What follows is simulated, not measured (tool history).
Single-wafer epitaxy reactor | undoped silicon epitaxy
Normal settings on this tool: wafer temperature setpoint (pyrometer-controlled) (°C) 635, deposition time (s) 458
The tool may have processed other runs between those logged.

run	hour	wafer temperature setpoint (pyrometer-controlled) (°C)	deposition time (s)	read-back reference wafer on the same gauge, thickness_nm	mean film thickness on the monitor wafer (angstrom)
1	0.0	647	458	50.297	774.83
2	22.9	647	458	50.314	777.98
3	50.6	647	458	50.298	777.93
4	63.4	635	493	50.295	620.16
5	76.9	635	458	50.318	575.69
6	107.8	635	458	50.285	575.30
7	124.4	644	504	50.313	794.32
8	149.6	644	504	50.311	795.31
9	163.2	642	458	50.296	688.17
10	187.7	635	458	50.293	577.74
11	201.2	635	458	50.278	580.62
12	215.8	635	458	50.296	579.42
13	238.2	632	415	50.310	486.59
14	270.3	632	415	50.316	485.93
15	286.7	632	415	50.310	485.69
16	314.5	624	394	50.291	376.47
17	350.2	620	400	50.296	343.96
18	363.9	622	398	50.293	362.27
19	390.8	628	483	50.278	512.15
20	405.2	645	399	50.282	651.78
21	423.9	648	526	50.312	929.79
22	447.2	632	415	50.313	489.67
23	460.1	624	496	50.330	476.50
24	474.3	635	458	50.300	582.40
25	490.4	635	405	50.289	489.35
26	510.1	635	458	50.291	555.44
27	545.4	629	458	50.293	474.08
28	574.5	630	375	50.290	398.81
29	596.0	635	458	50.299	556.02
30	610.8	635	458	50.315	555.66
31	636.2	635	458	50.309	555.61

Between the runs listed above, the log contained 2 entries, not reproduced here. Where in the sequence does each belong, and how does what the log doesn't record of the tool's condition differ from the listed run before to the listed run after?
Runs 18 to 19: gauge calibrated (hour 384.6)
  wafer temperature above the value expected at the setpoint (K): 1.87 -> 1.92
  difference, measured minus the result without the unlogged condition, mean film thickness on the monitor wafer (angstrom): +17.47 -> +24.94
Runs 24 to 25: pyrometer calibrated (hour 489.8)
  wafer temperature above the value expected at the setpoint (K): 2.06 -> -0.103
  difference, measured minus the result without the unlogged condition, mean film thickness on the monitor wafer (angstrom): +29.99 -> -1.30
